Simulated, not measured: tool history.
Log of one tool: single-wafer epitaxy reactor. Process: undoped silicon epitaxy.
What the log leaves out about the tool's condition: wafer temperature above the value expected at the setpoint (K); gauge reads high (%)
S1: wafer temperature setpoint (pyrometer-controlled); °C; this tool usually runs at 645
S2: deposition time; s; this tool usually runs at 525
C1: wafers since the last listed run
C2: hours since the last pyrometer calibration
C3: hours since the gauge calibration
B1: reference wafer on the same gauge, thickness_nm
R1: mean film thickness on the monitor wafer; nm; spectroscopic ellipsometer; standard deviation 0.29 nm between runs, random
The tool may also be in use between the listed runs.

run,day,S1,S2,C1,C2,C3,B1,R1
1,0.000,645,525,0,41.0,804.1,102.818,86.448
2,2.817,645,525,274,108.6,871.7,102.925,86.519
3,4.800,645,584,193,156.2,919.3,102.937,95.997
4,7.442,645,452,257,219.6,982.7,102.869,74.827
5,9.517,645,452,202,269.4,1032.5,102.768,74.633
# day 11.175: gauge calibrated
6,12.879,651,525,328,350.1,40.9,102.831,98.129
7,14.896,651,525,196,398.5,89.3,102.968,98.356
8,17.479,651,525,251,460.5,151.3,102.960,98.658
9,19.825,645,525,228,516.8,207.6,102.868,87.329
10,33.154,645,525,1300,836.7,527.5,102.795,87.622
11,35.325,645,525,211,888.8,579.6,102.841,87.842
12,38.083,645,525,269,955.0,645.8,102.840,88.132
13,41.408,645,525,324,1034.8,725.6,102.833,87.985
14,49.212,632,578,761,1222.1,912.9,102.985,73.674
15,51.400,633,467,213,1274.6,965.4,102.949,61.319
16,53.321,637,525,187,1320.7,1011.5,102.999,75.326
17,55.350,631,424,197,1369.4,1060.2,103.004,53.530
18,59.821,660,525,436,1476.7,1167.5,102.883,122.106
19,61.962,645,452,208,1528.1,1218.9,102.923,77.145

Run 20 is up next; what results do you expect?
# day 63.696: gauge calibrated
20,64.088,655,525,207,1579.1,9.4,?,?

{"run 20": {"B1": 102.818, "R1": 110.497}}
If the tool had no hidden condition, the same run with the same run-to-run variation would have returned R1 106.599 nm.
